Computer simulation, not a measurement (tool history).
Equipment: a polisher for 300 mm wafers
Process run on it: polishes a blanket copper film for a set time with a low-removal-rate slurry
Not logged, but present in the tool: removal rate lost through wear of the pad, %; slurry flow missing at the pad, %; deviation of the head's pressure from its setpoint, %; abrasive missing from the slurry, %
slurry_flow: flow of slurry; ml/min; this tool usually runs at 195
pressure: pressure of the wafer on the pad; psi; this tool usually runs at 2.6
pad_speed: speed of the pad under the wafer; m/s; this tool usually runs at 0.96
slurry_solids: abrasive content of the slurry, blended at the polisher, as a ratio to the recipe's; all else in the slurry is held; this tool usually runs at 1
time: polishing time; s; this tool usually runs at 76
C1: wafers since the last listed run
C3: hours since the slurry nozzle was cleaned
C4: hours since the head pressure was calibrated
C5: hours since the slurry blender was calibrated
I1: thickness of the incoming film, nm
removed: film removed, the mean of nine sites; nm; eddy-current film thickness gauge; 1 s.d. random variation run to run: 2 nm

Run 1, day 0: usual settings but slurry_solids 1.2; C1 0; wafers polished on this pad 1450; C3 361.4; C4 565.7; C5 135.2; I1 1496.3. Result: removed 179.5 nm.
At day 1.071: worn pad replaced by a new one.
At day 1.442: slurry blender recalibrated.
Run 2, day 1.462: usual settings; C1 260; wafers polished on this pad 65; C3 396.5; C4 600.8; C5 0.5; I1 1494.5. Result: removed 171.5 nm.
At day 2.767: slurry nozzle cleaned.
Run 3, day 2.854: usual settings; C1 290; wafers polished on this pad 355; C3 2.1; C4 634.2; C5 33.9; I1 1474.8. Result: removed 165.8 nm.
Run 4, day 4.212: usual settings; C1 291; wafers polished on this pad 647; C3 34.7; C4 666.8; C5 66.5; I1 1477.7. Result: removed 169.1 nm.
Run 5, day 5.079: usual settings but slurry_solids 1.1; C1 186; wafers polished on this pad 834; C3 55.5; C4 687.6; C5 87.3; I1 1516.3. Result: removed 174.8 nm.
Run 6, day 6.029: usual settings but slurry_solids 1.1; C1 204; wafers polished on this pad 1038; C3 78.3; C4 710.4; C5 110.1; I1 1483.3. Result: removed 176.6 nm.
At day 6.271: head pressure recalibrated.
Run 7, day 6.533: usual settings but slurry_solids 1.1; C1 90; wafers polished on this pad 1128; C3 90.4; C4 6.3; C5 122.2; I1 1464.8. Result: removed 164.4 nm.
Run 8, day 7.492: usual settings; C1 205; wafers polished on this pad 1334; C3 113.4; C4 29.3; C5 145.2; I1 1488.6. Result: removed 164.8 nm.
At day 8.404: worn pad replaced by a new one.
Run 9, day 8.425: usual settings; C1 164; wafers polished on this pad 4; C3 135.8; C4 51.7; C5 167.6; I1 1498. Result: removed 159.5 nm.
At day 8.612: slurry blender recalibrated.
Run 10, day 9.467: usual settings; C1 205; wafers polished on this pad 210; C3 160.8; C4 76.7; C5 20.5; I1 1477. Result: removed 161.8 nm.
Run 11, day 10.033: usual settings; C1 121; wafers polished on this pad 332; C3 174.4; C4 90.3; C5 34.1; I1 1468. Result: removed 160.6 nm.
Run 12, day 11.529: usual settings but slurry_solids 1.15; C1 321; wafers polished on this pad 653; C3 210.3; C4 126.2; C5 70; I1 1481.8. Result: removed 172.3 nm.
Run 13, day 12.812: usual settings but slurry_flow 165 ml/min, pressure 3.2 psi, pad_speed 1.14 m/s, time 59 s; C1 275; wafers polished on this pad 929; C3 241.1; C4 157; C5 100.8; I1 1502. Result: removed 158.8 nm.
Run 14, day 14.108: usual settings but pad_speed 0.66 m/s, time 61 s; C1 278; wafers polished on this pad 1207; C3 272.2; C4 188.1; C5 131.9; I1 1506.8. Result: removed 106.7 nm.
Run 15, day 14.858: usual settings; C1 161; wafers polished on this pad 1368; C3 290.2; C4 206.1; C5 149.9; I1 1473. Result: removed 165 nm.
At day 15.371: worn pad replaced by a new one.
At day 15.992: slurry blender recalibrated.
Run 16, day 16.067: usual settings but pad_speed 1.06 m/s, slurry_solids 1.2; C1 205; wafers polished on this pad 132; C3 319.2; C4 235.1; C5 1.8; I1 1484.5. Result: removed 183.2 nm.
Run 17, day 17.196: usual settings but slurry_solids 1.1; C1 242; wafers polished on this pad 374; C3 346.3; C4 262.2; C5 28.9; I1 1469.5. Result: removed 166 nm.
Run 18, day 18: usual settings but pressure 3.5 psi, slurry_solids 0.8, time 83 s; C1 172; wafers polished on this pad 547; C3 365.6; C4 281.5; C5 48.2; I1 1484.9. Result: removed 204.6 nm.
Run 19, day 19.012: usual settings; C1 217; wafers polished on this pad 764; C3 389.9; C4 305.8; C5 72.5; I1 1485.7. Result: removed 166.9 nm.
At day 19.471: slurry nozzle cleaned.
Run 20, day 19.712: usual settings but slurry_flow 140 ml/min, pressure 1.9 psi, slurry_solids 1.2, time 61 s; C1 141; wafers polished on this pad 906; C3 5.8; C4 322.6; C5 89.3; I1 1512.4. Result: removed 110.4 nm.
Run 21, day 21.1: usual settings; C1 298; wafers polished on this pad 1204; C3 39.1; C4 355.9; C5 122.6; I1 1490. Result: removed 163.4 nm.
Run 22, day 21.625: usual settings but slurry_flow 235 ml/min, pressure 2.9 psi, pad_speed 0.74 m/s, slurry_solids 0.85; C1 112; wafers polished on this pad 1317; C3 51.7; C4 368.5; C5 135.2; I1 1508.5. Result: removed 150.6 nm.
At day 22.692: worn pad replaced by a new one.
At day 22.892: slurry blender recalibrated.
Run 23, day 22.912: usual settings but slurry_flow 170 ml/min; C1 222; wafers polished on this pad 29; C3 82.6; C4 399.4; C5 0.5; I1 1505. Result: removed 165 nm.
Run 24, day 24.262: usual settings but slurry_flow 145 ml/min, pressure 2 psi; C1 290; wafers polished on this pad 319; C3 115; C4 431.8; C5 32.9; I1 1494.1. Result: removed 138.4 nm.
Run 25, day 25.004: usual settings but slurry_solids 0.9; C1 159; wafers polished on this pad 478; C3 132.8; C4 449.6; C5 50.7; I1 1488.4. Result: removed 159.1 nm.
Run 26, day 25.604: usual settings but slurry_flow 250 ml/min, pad_speed 1.06 m/s; C1 128; wafers polished on this pad 607; C3 147.2; C4 464; C5 65.1; I1 1467.5. Result: removed 182.2 nm.
Run 27, day 26.212: usual settings but slurry_flow 150 ml/min, pressure 1.9 psi, pad_speed 0.86 m/s; C1 130; wafers polished on this pad 738; C3 161.8; C4 478.6; C5 79.7; I1 1497.5. Result: removed 125.4 nm.
Run 28, day 27.258: usual settings but pad_speed 0.78 m/s; C1 224; wafers polished on this pad 963; C3 186.9; C4 503.7; C5 104.8; I1 1458.9. Result: removed 147.2 nm.
Run 29, day 28.588: usual settings but slurry_solids 1.1; C1 285; wafers polished on this pad 1248; C3 218.8; C4 535.6; C5 136.7; I1 1502.3. Result: removed 176.4 nm.
Run 30, day 29.725: usual settings but slurry_solids 1.1; C1 244; wafers polished on this pad 1493; C3 246.1; C4 562.9; C5 164; I1 1499.2. Result: removed 175 nm.

Forecast each of these 4 alternatives for the next run:
Run A, day 29.746: usual settings but time 67 s; C1 4; wafers polished on this pad 1497; C3 246.6; C4 563.4; C5 164.5; I1 1458.9. Result: removed ?.
Run B, day 29.746: usual settings but slurry_flow 145 ml/min, pressure 3.4 psi, pad_speed 0.8 m/s, slurry_solids 1.25; C1 4; wafers polished on this pad 1497; C3 246.6; C4 563.4; C5 164.5; I1 1458.9. Result: removed ?.
Run C, day 29.746: usual settings but slurry_flow 125 ml/min, pressure 1.9 psi, pad_speed 0.7 m/s, time 66 s; C1 4; wafers polished on this pad 1497; C3 246.6; C4 563.4; C5 164.5; I1 1458.9. Result: removed ?.
Run D, day 29.746: usual settings but slurry_solids 0.75; C1 4; wafers polished on this pad 1497; C3 246.6; C4 563.4; C5 164.5; I1 1458.9. Result: removed ?.

run  removed
  A    148.3
  B    182.3
  C     94.1
  D      153
With no hidden state in the tool, these same runs would have given:
run  removed
  A    139.2
  B    171.1
  C     88.4
  D    143.6
